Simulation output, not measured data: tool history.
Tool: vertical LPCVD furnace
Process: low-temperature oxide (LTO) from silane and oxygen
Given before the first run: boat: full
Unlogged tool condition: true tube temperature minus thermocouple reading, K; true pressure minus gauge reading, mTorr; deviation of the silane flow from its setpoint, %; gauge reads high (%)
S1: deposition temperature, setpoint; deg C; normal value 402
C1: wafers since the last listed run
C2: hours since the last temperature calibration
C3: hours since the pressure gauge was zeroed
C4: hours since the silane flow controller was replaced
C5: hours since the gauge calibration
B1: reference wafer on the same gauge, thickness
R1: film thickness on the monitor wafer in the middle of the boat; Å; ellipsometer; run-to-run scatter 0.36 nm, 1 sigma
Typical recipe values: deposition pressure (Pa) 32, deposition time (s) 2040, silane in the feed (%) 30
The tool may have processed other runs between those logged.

{"run": 1, "hour": 0.0, "S1": 402, "deposition pressure (Pa)": 32, "deposition time (s)": 1470, "silane in the feed (%)": 30, "C1": 0, "C2": 2932, "C3": 4526.3, "C4": 5685.5, "C5": 251.3, "B1": 221.93, "R1": 1619}
{"run": 2, "hour": 16.7, "S1": 402, "deposition pressure (Pa)": 28.7, "deposition time (s)": 2040, "silane in the feed (%)": 26, "C1": 202, "C2": 2948.7, "C3": 4543, "C4": 5702.2, "C5": 268, "B1": 222.07, "R1": 1608.9}
{"run": 3, "hour": 25.5, "S1": 402, "deposition pressure (Pa)": 28.7, "deposition time (s)": 2040, "silane in the feed (%)": 26, "C1": 106, "C2": 2957.5, "C3": 4551.8, "C4": 5711, "C5": 276.8, "B1": 222.13, "R1": 1604.1}
{"run": 4, "hour": 36.0, "S1": 402, "deposition pressure (Pa)": 28.7, "deposition time (s)": 2040, "silane in the feed (%)": 26, "C1": 127, "C2": 2968, "C3": 4562.3, "C4": 5721.5, "C5": 287.3, "B1": 222, "R1": 1608.1}
{"hour": 47.7, "done": "gauge calibrated"}
{"run": 5, "hour": 51.0, "S1": 402, "deposition pressure (Pa)": 32, "deposition time (s)": 2520, "silane in the feed (%)": 30, "C1": 182, "C2": 2983, "C3": 4577.3, "C4": 5736.5, "C5": 3.3, "B1": 221.86, "R1": 2771.2}
{"run": 6, "hour": 59.7, "S1": 402, "deposition pressure (Pa)": 32, "deposition time (s)": 2520, "silane in the feed (%)": 30, "C1": 105, "C2": 2991.7, "C3": 4586, "C4": 5745.2, "C5": 12, "B1": 222.04, "R1": 2774.1}
{"run": 7, "hour": 75.1, "S1": 402, "deposition pressure (Pa)": 32, "deposition time (s)": 2040, "silane in the feed (%)": 30, "C1": 187, "C2": 3007.1, "C3": 4601.4, "C4": 5760.6, "C5": 27.4, "B1": 221.97, "R1": 2237.8}
{"run": 8, "hour": 81.4, "S1": 402, "deposition pressure (Pa)": 32, "deposition time (s)": 2040, "silane in the feed (%)": 30, "C1": 76, "C2": 3013.4, "C3": 4607.7, "C4": 5766.9, "C5": 33.7, "B1": 222.03, "R1": 2239}
{"run": 9, "hour": 98.3, "S1": 408, "deposition pressure (Pa)": 32, "deposition time (s)": 1710, "silane in the feed (%)": 33, "C1": 205, "C2": 3030.3, "C3": 4624.6, "C4": 5783.8, "C5": 50.6, "B1": 222.22, "R1": 2296.7}
{"run": 10, "hour": 110.4, "S1": 411, "deposition pressure (Pa)": 34.7, "deposition time (s)": 2040, "silane in the feed (%)": 27, "C1": 146, "C2": 3042.4, "C3": 4636.7, "C4": 5795.9, "C5": 62.7, "B1": 221.99, "R1": 2324.3}
{"run": 11, "hour": 116.7, "S1": 391, "deposition pressure (Pa)": 36, "deposition time (s)": 2760, "silane in the feed (%)": 30, "C1": 76, "C2": 3048.7, "C3": 4643, "C4": 5802.2, "C5": 69, "B1": 221.83, "R1": 2995.7}
{"run": 12, "hour": 129.7, "S1": 402, "deposition pressure (Pa)": 30, "deposition time (s)": 2040, "silane in the feed (%)": 30, "C1": 157, "C2": 3061.7, "C3": 4656, "C4": 5815.2, "C5": 82, "B1": 221.88, "R1": 2088.6}
{"run": 13, "hour": 138.8, "S1": 402, "deposition pressure (Pa)": 30, "deposition time (s)": 2040, "silane in the feed (%)": 30, "C1": 110, "C2": 3070.8, "C3": 4665.1, "C4": 5824.3, "C5": 91.1, "B1": 221.94, "R1": 2094.9}
{"run": 14, "hour": 154.1, "S1": 402, "deposition pressure (Pa)": 32, "deposition time (s)": 1320, "silane in the feed (%)": 26, "C1": 185, "C2": 3086.1, "C3": 4680.4, "C4": 5839.6, "C5": 106.4, "B1": 221.94, "R1": 1166.8}
{"run": 15, "hour": 171.0, "S1": 402, "deposition pressure (Pa)": 38, "deposition time (s)": 2040, "silane in the feed (%)": 30, "C1": 205, "C2": 3103, "C3": 4697.3, "C4": 5856.5, "C5": 123.3, "B1": 222, "R1": 2681}
{"run": 16, "hour": 181.4, "S1": 408, "deposition pressure (Pa)": 26, "deposition time (s)": 2040, "silane in the feed (%)": 30, "C1": 126, "C2": 3113.4, "C3": 4707.7, "C4": 5866.9, "C5": 133.7, "B1": 222.09, "R1": 1918.9}
{"run": 17, "hour": 198.2, "S1": 402, "deposition pressure (Pa)": 32, "deposition time (s)": 1320, "silane in the feed (%)": 30, "C1": 204, "C2": 3130.2, "C3": 4724.5, "C4": 5883.7, "C5": 150.5, "B1": 221.91, "R1": 1450.9}
{"run": 18, "hour": 214.3, "S1": 409, "deposition pressure (Pa)": 36, "deposition time (s)": 1290, "silane in the feed (%)": 26, "C1": 195, "C2": 3146.3, "C3": 4740.6, "C4": 5899.8, "C5": 166.6, "B1": 222.08, "R1": 1404.3}
{"run": 19, "hour": 231.3, "S1": 402, "deposition pressure (Pa)": 28.7, "deposition time (s)": 2040, "silane in the feed (%)": 26, "C1": 206, "C2": 3163.3, "C3": 4757.6, "C4": 5916.8, "C5": 183.6, "B1": 222.1, "R1": 1605.4}
{"hour": 255.3, "done": "silane flow controller replaced"}
{"hour": 269.4, "done": "pressure gauge zeroed"}
{"hour": 290.2, "done": "thermocouples replaced and temperature profile calibrated"}
{"run": 20, "hour": 290.7, "S1": 402, "deposition pressure (Pa)": 30, "deposition time (s)": 2040, "silane in the feed (%)": 30, "C1": 6, "C2": 0.5, "C3": 21.3, "C4": 35.4, "C5": 243, "B1": 222, "R1": 2218.3}
{"run": 21, "hour": 294.4, "S1": 412, "deposition pressure (Pa)": 25.3, "deposition time (s)": 1320, "silane in the feed (%)": 26, "C1": 44, "C2": 4.2, "C3": 25, "C4": 39.1, "C5": 246.7, "B1": 222.09, "R1": 1103.1}
{"run": 22, "hour": 298.1, "S1": 394, "deposition pressure (Pa)": 40, "deposition time (s)": 2730, "silane in the feed (%)": 30, "C1": 44, "C2": 7.9, "C3": 28.7, "C4": 42.8, "C5": 250.4, "B1": 221.78, "R1": 3594.3}
{"run": 23, "hour": 301.8, "S1": 396, "deposition pressure (Pa)": 30, "deposition time (s)": 1260, "silane in the feed (%)": 28, "C1": 44, "C2": 11.6, "C3": 32.4, "C4": 46.5, "C5": 254.1, "B1": 221.91, "R1": 1151.7}
{"run": 24, "hour": 305.5, "S1": 402, "deposition pressure (Pa)": 32, "deposition time (s)": 2520, "silane in the feed (%)": 30, "C1": 44, "C2": 15.3, "C3": 36.1, "C4": 50.2, "C5": 257.8, "B1": 221.98, "R1": 2922}
{"run": 25, "hour": 309.2, "S1": 402, "deposition pressure (Pa)": 32, "deposition time (s)": 2040, "silane in the feed (%)": 27, "C1": 44, "C2": 19, "C3": 39.8, "C4": 53.9, "C5": 261.5, "B1": 221.87, "R1": 2017.8}
{"run": 26, "hour": 314.2, "S1": 414, "deposition pressure (Pa)": 24.7, "deposition time (s)": 2040, "silane in the feed (%)": 30, "C1": 60, "C2": 24, "C3": 44.8, "C4": 58.9, "C5": 266.5, "B1": 222.17, "R1": 2095.1}
{"run": 27, "hour": 331.5, "S1": 413, "deposition pressure (Pa)": 27.3, "deposition time (s)": 2760, "silane in the feed (%)": 33, "C1": 210, "C2": 41.3, "C3": 62.1, "C4": 76.2, "C5": 283.8, "B1": 222, "R1": 3560.1}
{"run": 28, "hour": 338.0, "S1": 402, "deposition pressure (Pa)": 32, "deposition time (s)": 2820, "silane in the feed (%)": 30, "C1": 78, "C2": 47.8, "C3": 68.6, "C4": 82.7, "C5": 290.3, "B1": 221.94, "R1": 3280.6}
{"run": 29, "hour": 352.3, "S1": 402, "deposition pressure (Pa)": 26.7, "deposition time (s)": 2040, "silane in the feed (%)": 35, "C1": 173, "C2": 62.1, "C3": 82.9, "C4": 97, "C5": 304.6, "B1": 221.95, "R1": 2452}
{"hour": 368.5, "done": "gauge calibrated"}
{"run": 30, "hour": 402.5, "S1": 402, "deposition pressure (Pa)": 34.7, "deposition time (s)": 2040, "silane in the feed (%)": 26, "C1": 609, "C2": 112.3, "C3": 133.1, "C4": 147.2, "C5": 34, "B1": 221.91, "R1": 2067.9}
{"run": 31, "hour": 409.1, "S1": 396, "deposition pressure (Pa)": 32, "deposition time (s)": 1770, "silane in the feed (%)": 33, "C1": 80, "C2": 118.9, "C3": 139.7, "C4": 153.8, "C5": 40.6, "B1": 221.89, "R1": 2189.8}

Hidden state at the last listed run before each entry between runs and at the first one after, where it differs:
Between runs 4 and 5: gauge calibrated (hour 47.7)
  both runs share identical hidden conditions
  measured value less the no-hidden-state value, R1: -100.1 -> -154.1 Å
Between runs 19 and 20: silane flow controller replaced (hour 255.3); pressure gauge zeroed (hour 269.4); thermocouples replaced and temperature profile calibrated (hour 290.2)
  true pressure minus gauge reading, mTorr: -13.1 -> 0.498
  measured value less the no-hidden-state value, R1: -104.3 -> +4.9 Å
Between runs 29 and 30: gauge calibrated (hour 368.5)
  true pressure minus gauge reading, mTorr: 0.333 -> 0.198
  measured value less the no-hidden-state value, R1: +4.1 -> +1.5 Å

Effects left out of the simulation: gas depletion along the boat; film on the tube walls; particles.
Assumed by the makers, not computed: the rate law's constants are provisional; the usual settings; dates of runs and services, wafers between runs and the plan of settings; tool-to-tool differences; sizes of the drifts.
